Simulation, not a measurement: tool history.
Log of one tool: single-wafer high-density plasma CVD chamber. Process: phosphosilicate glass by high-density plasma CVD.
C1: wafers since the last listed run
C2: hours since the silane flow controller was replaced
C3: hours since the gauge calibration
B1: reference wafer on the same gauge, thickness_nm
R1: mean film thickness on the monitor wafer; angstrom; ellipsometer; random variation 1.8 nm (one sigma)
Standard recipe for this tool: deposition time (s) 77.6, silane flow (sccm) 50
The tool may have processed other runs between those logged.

{"run": 1, "hour": 0.0, "deposition time (s)": 77.6, "silane flow (sccm)": 50, "C1": 0, "C2": 1825.3, "C3": 64.2, "B1": 406.747, "R1": 3720.44}
{"run": 2, "hour": 36.3, "deposition time (s)": 77.6, "silane flow (sccm)": 50, "C1": 477, "C2": 1861.6, "C3": 100.5, "B1": 404.92, "R1": 3712.29}
{"run": 3, "hour": 71.2, "deposition time (s)": 77.6, "silane flow (sccm)": 50, "C1": 459, "C2": 1896.5, "C3": 135.4, "B1": 404.596, "R1": 3701.33}
{"run": 4, "hour": 102.9, "deposition time (s)": 77.6, "silane flow (sccm)": 50, "C1": 417, "C2": 1928.2, "C3": 167.1, "B1": 402.989, "R1": 3711.11}
{"run": 5, "hour": 172.1, "deposition time (s)": 77.6, "silane flow (sccm)": 50, "C1": 910, "C2": 1997.4, "C3": 236.3, "B1": 401.761, "R1": 3697.12}
{"run": 6, "hour": 225.7, "deposition time (s)": 77.6, "silane flow (sccm)": 50, "C1": 705, "C2": 2051, "C3": 289.9, "B1": 401.077, "R1": 3698.28}
{"run": 7, "hour": 259.4, "deposition time (s)": 77.6, "silane flow (sccm)": 53, "C1": 443, "C2": 2084.7, "C3": 323.6, "B1": 401.102, "R1": 3885.09}
{"run": 8, "hour": 285.8, "deposition time (s)": 77.6, "silane flow (sccm)": 53, "C1": 347, "C2": 2111.1, "C3": 350, "B1": 400.086, "R1": 3847.01}
{"run": 9, "hour": 343.6, "deposition time (s)": 77.6, "silane flow (sccm)": 53, "C1": 760, "C2": 2168.9, "C3": 407.8, "B1": 398.99, "R1": 3881.24}
{"run": 10, "hour": 413.3, "deposition time (s)": 77.6, "silane flow (sccm)": 50, "C1": 917, "C2": 2238.6, "C3": 477.5, "B1": 398.672, "R1": 3662.23}
{"hour": 424.5, "done": "silane flow controller replaced"}
{"run": 11, "hour": 465.0, "deposition time (s)": 86.4, "silane flow (sccm)": 45, "C1": 575, "C2": 40.5, "C3": 529.2, "B1": 398.92, "R1": 3737.04}
{"run": 12, "hour": 534.7, "deposition time (s)": 77.6, "silane flow (sccm)": 50, "C1": 917, "C2": 110.2, "C3": 598.9, "B1": 397.281, "R1": 3686.03}
{"hour": 554.6, "done": "gauge calibrated"}
{"run": 13, "hour": 605.0, "deposition time (s)": 77.6, "silane flow (sccm)": 50, "C1": 925, "C2": 180.5, "C3": 50.4, "B1": 408.498, "R1": 3740.09}
{"run": 14, "hour": 668.2, "deposition time (s)": 83.1, "silane flow (sccm)": 55, "C1": 831, "C2": 243.7, "C3": 113.6, "B1": 406.721, "R1": 4397.27}
{"run": 15, "hour": 716.7, "deposition time (s)": 92, "silane flow (sccm)": 45, "C1": 638, "C2": 292.2, "C3": 162.1, "B1": 405.262, "R1": 4019.23}
{"run": 16, "hour": 759.5, "deposition time (s)": 77.6, "silane flow (sccm)": 50, "C1": 563, "C2": 335, "C3": 204.9, "B1": 404.049, "R1": 3695.08}
{"run": 17, "hour": 805.1, "deposition time (s)": 73.5, "silane flow (sccm)": 54, "C1": 600, "C2": 380.6, "C3": 250.5, "B1": 402.579, "R1": 3784.81}
{"run": 18, "hour": 864.7, "deposition time (s)": 70.4, "silane flow (sccm)": 59, "C1": 784, "C2": 440.2, "C3": 310.1, "B1": 402.099, "R1": 3919.3}
{"run": 19, "hour": 893.2, "deposition time (s)": 77.6, "silane flow (sccm)": 59, "C1": 375, "C2": 468.7, "C3": 338.6, "B1": 401.703, "R1": 4323.96}
{"run": 20, "hour": 948.1, "deposition time (s)": 91.2, "silane flow (sccm)": 44, "C1": 722, "C2": 523.6, "C3": 393.5, "B1": 400.324, "R1": 3862.16}
{"run": 21, "hour": 987.9, "deposition time (s)": 91.2, "silane flow (sccm)": 44, "C1": 523, "C2": 563.4, "C3": 433.3, "B1": 400.462, "R1": 3857.73}

4 options for the next run, each taken on its own from the tool as it stands now. Forecast them:
{"run": "A", "hour": 988.3, "deposition time (s)": 77.6, "silane flow (sccm)": 50, "C1": 5, "C2": 563.8, "C3": 433.7, "B1": "?", "R1": "?"}
{"run": "B", "hour": 988.3, "deposition time (s)": 67, "silane flow (sccm)": 50, "C1": 5, "C2": 563.8, "C3": 433.7, "B1": "?", "R1": "?"}
{"run": "C", "hour": 988.3, "deposition time (s)": 85.1, "silane flow (sccm)": 50, "C1": 5, "C2": 563.8, "C3": 433.7, "B1": "?", "R1": "?"}
{"run": "D", "hour": 988.3, "deposition time (s)": 67.1, "silane flow (sccm)": 58, "C1": 5, "C2": 563.8, "C3": 433.7, "B1": "?", "R1": "?"}

run=A B1=400.261 R1=3675.67
run=B B1=400.261 R1=3173.58
run=C B1=400.261 R1=4030.92
run=D B1=400.261 R1=3644.12
Without the tool's hidden state the same runs would have given:
run=A R1=3761.54
run=B R1=3247.72
run=C R1=4125.09
run=D R1=3729.25
